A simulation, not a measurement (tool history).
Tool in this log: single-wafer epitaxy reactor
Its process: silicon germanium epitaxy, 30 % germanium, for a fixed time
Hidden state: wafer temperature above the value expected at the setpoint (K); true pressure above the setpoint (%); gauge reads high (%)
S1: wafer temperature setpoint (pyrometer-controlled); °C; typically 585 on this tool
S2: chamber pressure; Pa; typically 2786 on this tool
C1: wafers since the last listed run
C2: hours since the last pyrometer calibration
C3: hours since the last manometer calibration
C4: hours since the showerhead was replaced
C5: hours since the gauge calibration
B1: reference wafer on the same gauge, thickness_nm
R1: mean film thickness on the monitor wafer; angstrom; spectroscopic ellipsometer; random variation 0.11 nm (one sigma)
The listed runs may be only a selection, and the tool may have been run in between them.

| run | day | S1 | S2 | C1 | C2 | C3 | C4 | C5 | B1 | R1 |
|---|---|---|---|---|---|---|---|---|---|---|
| 1 | 0 | 585 | 2786 | 0 | 857.9 | 1779.4 | 6410.3 | 1243.4 | 33.914 | 409.2 |
| 2 | 1.371 | 585 | 2786 | 512 | 890.8 | 1812.3 | 6443.2 | 1276.3 | 33.881 | 409.8 |
| 3 | 3.362 | 585 | 2786 | 744 | 938.6 | 1860.1 | 6491 | 1324.1 | 33.875 | 407.73 |
| 4 | 5.9 | 585 | 2786 | 948 | 999.5 | 1921 | 6551.9 | 1385 | 33.896 | 408.15 |
| 5 | 8.754 | 585 | 2786 | 1067 | 1068 | 1989.5 | 6620.4 | 1453.5 | 33.898 | 408.3 |
| 6 | 11.325 | 585 | 2786 | 961 | 1129.7 | 2051.2 | 6682.1 | 1515.2 | 33.884 | 408.6 |
| 7 | 13.112 | 585 | 2786 | 668 | 1172.6 | 2094.1 | 6725 | 1558.1 | 33.867 | 407 |
| 8 | 15.15 | 585 | 2786 | 761 | 1221.5 | 2143 | 6773.9 | 1607 | 33.92 | 407.57 |
| 9 | 17.025 | 585 | 2786 | 701 | 1266.5 | 2188 | 6818.9 | 1652 | 33.91 | 406.94 |
| 10 | 18.471 | 585 | 2786 | 540 | 1301.2 | 2222.7 | 6853.6 | 1686.7 | 33.872 | 404.47 |
| 11 | 22.467 | 585 | 2786 | 1493 | 1397.1 | 2318.6 | 6949.5 | 1782.6 | 33.888 | 405.57 |
|  | 22.938 | gauge calibrated |
| 12 | 28.033 | 594 | 2786 | 2081 | 1530.7 | 2452.2 | 7083.1 | 122.3 | 33.841 | 476.75 |
| 13 | 29.088 | 585 | 2786 | 394 | 1556 | 2477.5 | 7108.4 | 147.6 | 33.874 | 402.47 |
| 14 | 32.075 | 585 | 2786 | 1116 | 1627.7 | 2549.2 | 7180.1 | 219.3 | 33.906 | 401.32 |
| 15 | 33.3 | 585 | 2786 | 457 | 1657.1 | 2578.6 | 7209.5 | 248.7 | 33.896 | 403.37 |
| 16 | 35.183 | 585 | 2786 | 704 | 1702.3 | 2623.8 | 7254.7 | 293.9 | 33.851 | 402.71 |
| 17 | 36.204 | 580 | 2186 | 381 | 1726.8 | 2648.3 | 7279.2 | 318.4 | 33.944 | 335.16 |
|  | 37.367 | pyrometer calibrated |
| 18 | 38.579 | 596 | 2786 | 763 | 29.1 | 2705.3 | 7336.2 | 375.4 | 33.9 | 502.83 |
| 19 | 40.917 | 579 | 3413 | 873 | 85.2 | 2761.4 | 7392.3 | 431.5 | 33.888 | 396.94 |
| 20 | 42.3 | 595 | 2786 | 517 | 118.4 | 2794.6 | 7425.5 | 464.7 | 33.888 | 494.45 |
| 21 | 44.383 | 592 | 3053 | 778 | 168.4 | 2844.6 | 7475.5 | 514.7 | 33.91 | 485.71 |
| 22 | 45.671 | 585 | 2786 | 481 | 199.3 | 2875.5 | 7506.4 | 545.6 | 33.908 | 411.54 |
|  | 47.033 | showerhead replaced |
|  | 47.379 | capacitance manometer re-zeroed and calibrated |
| 23 | 47.4 | 585 | 2786 | 397 | 240.8 | 0.5 | 8.8 | 587.1 | 33.903 | 411.88 |
| 24 | 48.275 | 573 | 2786 | 327 | 261.8 | 21.5 | 29.8 | 608.1 | 33.93 | 329.85 |
| 25 | 49.892 | 585 | 2786 | 604 | 300.6 | 60.3 | 68.6 | 646.9 | 33.916 | 410.58 |
| 26 | 52.304 | 594 | 2293 | 901 | 358.5 | 118.2 | 126.5 | 704.8 | 33.881 | 450.24 |
| 27 | 54.304 | 585 | 2306 | 747 | 406.5 | 166.2 | 174.5 | 752.8 | 33.915 | 381.5 |
| 28 | 55.529 | 585 | 3146 | 457 | 435.9 | 195.6 | 203.9 | 782.2 | 33.923 | 431.14 |
| 29 | 57.233 | 585 | 2786 | 637 | 476.8 | 236.5 | 244.8 | 823.1 | 33.901 | 411.3 |
| 30 | 58.738 | 585 | 2786 | 562 | 512.9 | 272.6 | 280.9 | 859.2 | 33.889 | 409.75 |
| 31 | 61.288 | 585 | 2786 | 953 | 574.1 | 333.8 | 342.1 | 920.4 | 33.842 | 411.22 |
| 32 | 64.071 | 572 | 2986 | 1040 | 640.9 | 400.6 | 408.9 | 987.2 | 33.91 | 329.07 |
| 33 | 65.242 | 585 | 2786 | 437 | 669 | 428.7 | 437 | 1015.3 | 33.899 | 410.06 |

3 ways to go on from here, each from the tool as it stands after run 33. What would each give?
| A | 65.258 | 585 | 2533 | 6 | 669.4 | 429.1 | 437.4 | 1015.7 | ? | ? |
| B | 65.258 | 594 | 3293 | 6 | 669.4 | 429.1 | 437.4 | 1015.7 | ? | ? |
| C | 65.258 | 579 | 3200 | 6 | 669.4 | 429.1 | 437.4 | 1015.7 | ? | ? |

| run | B1 | R1 |
|---|---|---|
| A | 33.898 | 395.67 |
| B | 33.898 | 514.35 |
| C | 33.898 | 385.47 |
Without the tool's hidden state the same runs would have given:
| run | R1 |
|---|---|
| A | 397.78 |
| B | 517.03 |
| C | 387.54 |
